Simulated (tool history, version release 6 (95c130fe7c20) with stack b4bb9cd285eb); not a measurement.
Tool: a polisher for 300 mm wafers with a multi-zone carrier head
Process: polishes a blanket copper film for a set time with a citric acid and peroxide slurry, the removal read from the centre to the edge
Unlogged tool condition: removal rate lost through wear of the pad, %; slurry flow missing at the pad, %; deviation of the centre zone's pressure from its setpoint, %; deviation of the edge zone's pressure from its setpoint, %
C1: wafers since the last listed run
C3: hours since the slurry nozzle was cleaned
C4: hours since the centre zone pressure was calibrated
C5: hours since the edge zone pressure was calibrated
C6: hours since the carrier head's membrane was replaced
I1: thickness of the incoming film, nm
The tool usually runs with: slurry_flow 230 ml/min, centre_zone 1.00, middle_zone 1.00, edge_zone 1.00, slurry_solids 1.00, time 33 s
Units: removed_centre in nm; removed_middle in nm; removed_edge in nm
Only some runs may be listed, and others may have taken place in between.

Run 1, hour 0.0: usual settings but middle_zone 1.08; C1 0; wafers polished on this pad 1345; C3 316.0; C4 373.2; C5 11.9; C6 861.2; I1 560.4. Result: removed_centre 110.1 nm, removed_middle 114.2 nm, removed_edge 110.5 nm.
Run 2, hour 68.6: usual settings but middle_zone 1.08; C1 1069; wafers polished on this pad 2415; C3 384.6; C4 441.8; C5 80.5; C6 929.8; I1 558.7. Result: removed_centre 108.0 nm, removed_middle 115.9 nm, removed_edge 112.2 nm.
At hour 149.1: worn pad replaced by a new one.
Run 3, hour 165.1: usual settings but middle_zone 1.08; C1 1442; wafers polished on this pad 249; C3 481.1; C4 538.3; C5 177.0; C6 1026.3; I1 555.9. Result: removed_centre 109.4 nm, removed_middle 115.2 nm, removed_edge 110.3 nm.
At hour 389.4: worn pad replaced by a new one.
Run 4, hour 477.6: usual settings; C1 4811; wafers polished on this pad 1374; C3 793.6; C4 850.8; C5 489.5; C6 1338.8; I1 556.8. Result: removed_centre 105.0 nm, removed_middle 104.7 nm, removed_edge 108.2 nm.
At hour 498.3: carrier head's membrane replaced by a new one.
At hour 499.2: centre zone pressure recalibrated.
Run 5, hour 527.2: usual settings; C1 681; wafers polished on this pad 2056; C3 843.2; C4 28.0; C5 539.1; C6 28.9; I1 568.2. Result: removed_centre 103.3 nm, removed_middle 103.9 nm, removed_edge 109.4 nm.
At hour 558.3: slurry nozzle cleaned.
Run 6, hour 590.0: usual settings; C1 963; wafers polished on this pad 3020; C3 31.7; C4 90.8; C5 601.9; C6 91.7; I1 564.5. Result: removed_centre 116.7 nm, removed_middle 115.8 nm, removed_edge 117.5 nm.
At hour 609.4: worn pad replaced by a new one.
Run 7, hour 676.0: usual settings; C1 1278; wafers polished on this pad 1038; C3 117.7; C4 176.8; C5 687.9; C6 177.7; I1 556.3. Result: removed_centre 112.7 nm, removed_middle 112.1 nm, removed_edge 116.0 nm.
Run 8, hour 729.9: usual settings but centre_zone 0.97, middle_zone 1.09, slurry_solids 1.15; C1 840; wafers polished on this pad 1878; C3 171.6; C4 230.7; C5 741.8; C6 231.6; I1 555.5. Result: removed_centre 113.8 nm, removed_middle 125.8 nm, removed_edge 118.5 nm.
Run 9, hour 782.8: usual settings; C1 825; wafers polished on this pad 2703; C3 224.5; C4 283.6; C5 794.7; C6 284.5; I1 570.5. Result: removed_centre 112.5 nm, removed_middle 110.9 nm, removed_edge 113.2 nm.
At hour 833.1: edge zone pressure recalibrated.
At hour 871.4: worn pad replaced by a new one.
Run 10, hour 889.9: usual settings but slurry_flow 305 ml/min, time 39 s; C1 1576; wafers polished on this pad 289; C3 331.6; C4 390.7; C5 56.8; C6 391.6; I1 564.5. Result: removed_centre 136.3 nm, removed_middle 136.0 nm, removed_edge 137.3 nm.
Run 11, hour 927.9: usual settings but middle_zone 1.07; C1 592; wafers polished on this pad 881; C3 369.6; C4 428.7; C5 94.8; C6 429.6; I1 562.5. Result: removed_centre 106.5 nm, removed_middle 111.8 nm, removed_edge 110.0 nm.
Run 12, hour 991.0: usual settings; C1 984; wafers polished on this pad 1865; C3 432.7; C4 491.8; C5 157.9; C6 492.7; I1 555.7. Result: removed_centre 108.9 nm, removed_middle 105.4 nm, removed_edge 110.5 nm.
At hour 1122.3: worn pad replaced by a new one.
Run 13, hour 1136.0: usual settings but middle_zone 1.11, edge_zone 1.10; C1 2199; wafers polished on this pad 213; C3 577.7; C4 636.8; C5 302.9; C6 637.7; I1 560.6. Result: removed_centre 107.8 nm, removed_middle 113.9 nm, removed_edge 115.0 nm.
Run 14, hour 1182.7: usual settings but slurry_flow 250 ml/min, edge_zone 1.06, time 44 s; C1 728; wafers polished on this pad 942; C3 624.4; C4 683.5; C5 349.6; C6 684.4; I1 570.9. Result: removed_centre 144.1 nm, removed_middle 145.0 nm, removed_edge 152.6 nm.
Run 15, hour 1222.3: usual settings but slurry_flow 200 ml/min, centre_zone 1.09, slurry_solids 1.20, time 29 s; C1 617; wafers polished on this pad 1559; C3 664.0; C4 723.1; C5 389.2; C6 724.0; I1 556.0. Result: removed_centre 103.7 nm, removed_middle 93.1 nm, removed_edge 97.5 nm.

Each row is a separate what-if for the run after 15, all from the same tool condition, not one after another. Results?
Run A, hour 1222.7: usual settings; C1 6; wafers polished on this pad 1566; C3 664.4; C4 723.5; C5 389.6; C6 724.4; I1 556.8. Result: removed_centre ?, removed_middle ?, removed_edge ?.
Run B, hour 1222.7: usual settings but edge_zone 0.95, slurry_solids 1.15, time 23 s; C1 6; wafers polished on this pad 1566; C3 664.4; C4 723.5; C5 389.6; C6 724.4; I1 556.8. Result: removed_centre ?, removed_middle ?, removed_edge ?.
Run C, hour 1222.7: usual settings but centre_zone 1.09; C1 6; wafers polished on this pad 1566; C3 664.4; C4 723.5; C5 389.6; C6 724.4; I1 556.8. Result: removed_centre ?, removed_middle ?, removed_edge ?.
Run D, hour 1222.7: usual settings but slurry_flow 290 ml/min; C1 6; wafers polished on this pad 1566; C3 664.4; C4 723.5; C5 389.6; C6 724.4; I1 556.8. Result: removed_centre ?, removed_middle ?, removed_edge ?.

run  removed_centre  removed_middle  removed_edge
  A           105.5           104.1         108.2
  B            76.5            75.5          76.6
  C           115.1           104.1         108.2
  D           111.8           109.5         112.2
Take away the tool's hidden state, keep each run's random variation, and the runs would have read:
run  removed_centre  removed_middle  removed_edge
  A           118.8           115.6         116.8
  B            86.1            83.8          82.7
  C           129.5           115.5         116.8
  D           122.6           118.9         119.3
